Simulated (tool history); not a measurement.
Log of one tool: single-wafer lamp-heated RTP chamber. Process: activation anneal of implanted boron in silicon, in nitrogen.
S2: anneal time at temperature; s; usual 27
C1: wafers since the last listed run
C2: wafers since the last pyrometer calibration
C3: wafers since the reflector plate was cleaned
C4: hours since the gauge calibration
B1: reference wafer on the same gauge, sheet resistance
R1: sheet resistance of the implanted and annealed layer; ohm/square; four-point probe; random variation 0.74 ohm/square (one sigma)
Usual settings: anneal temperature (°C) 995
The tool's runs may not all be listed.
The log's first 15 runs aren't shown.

Run 16, hour 704.5: usual settings but anneal temperature (°C) 1022, S2 20 s; C1 905; C2 4640; C3 4195; C4 232.1; B1 370. Result: R1 350.93 ohm/square.
Run 17, hour 736: usual settings but anneal temperature (°C) 1003, S2 18 s; C1 417; C2 5058; C3 4612; C4 263.6; B1 370.06. Result: R1 351.38 ohm/square.
Run 18, hour 803.5: usual settings but anneal temperature (°C) 968, S2 35 s; C1 894; C2 5953; C3 5507; C4 331.1; B1 370.02. Result: R1 361.81 ohm/square.
At hour 813.4: pyrometer window cleaned and pyrometer calibrated.
At hour 848.2: reflector plate cleaned.
Run 19, hour 855.5: usual settings but anneal temperature (°C) 986, S2 42 s; C1 477; C2 451; C3 96; C4 383.1; B1 370.1. Result: R1 358.64 ohm/square.
Run 20, hour 895.2: usual settings but anneal temperature (°C) 1006, S2 40 s; C1 526; C2 978; C3 622; C4 422.8; B1 370.14. Result: R1 351.14 ohm/square.
Run 21, hour 930.4: usual settings; C1 466; C2 1444; C3 1089; C4 458; B1 370.01. Result: R1 355.61 ohm/square.
Run 22, hour 982.1: usual settings; C1 685; C2 2129; C3 1774; C4 509.7; B1 369.87. Result: R1 353.59 ohm/square.
Run 23, hour 1191.8: usual settings; C1 2779; C2 4909; C3 4554; C4 719.4; B1 370.03. Result: R1 352.28 ohm/square.
At hour 1233.5: pyrometer window cleaned and pyrometer calibrated.
Run 24, hour 1245.7: usual settings but anneal temperature (°C) 1022, S2 32 s; C1 608; C2 161; C3 5162; C4 773.3; B1 369.85. Result: R1 349.76 ohm/square.
At hour 1276.3: reflector plate cleaned.
Run 25, hour 1311.4: usual settings but S2 42 s; C1 764; C2 926; C3 465; C4 839; B1 370.24. Result: R1 353.51 ohm/square.
Run 26, hour 1357: usual settings but anneal temperature (°C) 985, S2 21 s; C1 604; C2 1531; C3 1070; C4 884.6; B1 369.75. Result: R1 360.49 ohm/square.
Run 27, hour 1421.4: usual settings but anneal temperature (°C) 1019, S2 21 s; C1 853; C2 2384; C3 1923; C4 949; B1 370.06. Result: R1 351.61 ohm/square.
Run 28, hour 1491.5: usual settings but S2 18 s; C1 929; C2 3314; C3 2852; C4 1019.1; B1 370.07. Result: R1 355.27 ohm/square.
Run 29, hour 1549.1: usual settings but anneal temperature (°C) 974, S2 34 s; C1 763; C2 4077; C3 3616; C4 1076.7; B1 369.99. Result: R1 362.79 ohm/square.
Run 30, hour 1605.1: usual settings but anneal temperature (°C) 981, S2 32 s; C1 742; C2 4819; C3 4358; C4 1132.7; B1 369.94. Result: R1 355.9 ohm/square.
At hour 1642.7: pyrometer window cleaned and pyrometer calibrated.
Run 31, hour 1673.4: usual settings but S2 14 s; C1 799; C2 406; C3 5157; C4 1201; B1 369.99. Result: R1 357.92 ohm/square.
Run 32, hour 1698.2: usual settings but anneal temperature (°C) 1011, S2 37 s; C1 328; C2 735; C3 5486; C4 1225.8; B1 370.08. Result: R1 350.97 ohm/square.
Run 33, hour 1745.2: usual settings; C1 622; C2 1358; C3 6109; C4 1272.8; B1 369.84. Result: R1 354.54 ohm/square.
At hour 1770.8: reflector plate cleaned.
Run 34, hour 1805.8: usual settings but anneal temperature (°C) 1004, S2 36 s; C1 697; C2 2055; C3 463; C4 1333.4; B1 370.01. Result: R1 350.87 ohm/square.
Run 35, hour 1839.5: usual settings but anneal temperature (°C) 985, S2 43 s; C1 446; C2 2501; C3 910; C4 1367.1; B1 370.1. Result: R1 355.02 ohm/square.

Forecast each of these 5 alternatives for the next run:
Run A, hour 1839.9: usual settings but anneal temperature (°C) 1006; C1 5; C2 2507; C3 915; C4 1367.5; B1 ?. Result: R1 ?.
Run B, hour 1839.9: usual settings but anneal temperature (°C) 977; C1 5; C2 2507; C3 915; C4 1367.5; B1 ?. Result: R1 ?.
Run C, hour 1839.9: usual settings but anneal temperature (°C) 1019, S2 42 s; C1 5; C2 2507; C3 915; C4 1367.5; B1 ?. Result: R1 ?.
Run D, hour 1839.9: usual settings but anneal temperature (°C) 1010, S2 36 s; C1 5; C2 2507; C3 915; C4 1367.5; B1 ?. Result: R1 ?.
Run E, hour 1839.9: usual settings but anneal temperature (°C) 1011, S2 39 s; C1 5; C2 2507; C3 915; C4 1367.5; B1 ?. Result: R1 ?.

run      B1      R1
  A  369.84  352.13
  B  369.84  363.09
  C  369.84  349.87
  D  369.84  350.98
  E  369.84  350.69
Without the tool's hidden state the same runs would have given:
run      R1
  A  353.38
  B  369.18
  C  350.42
  D  351.86
  E   351.5
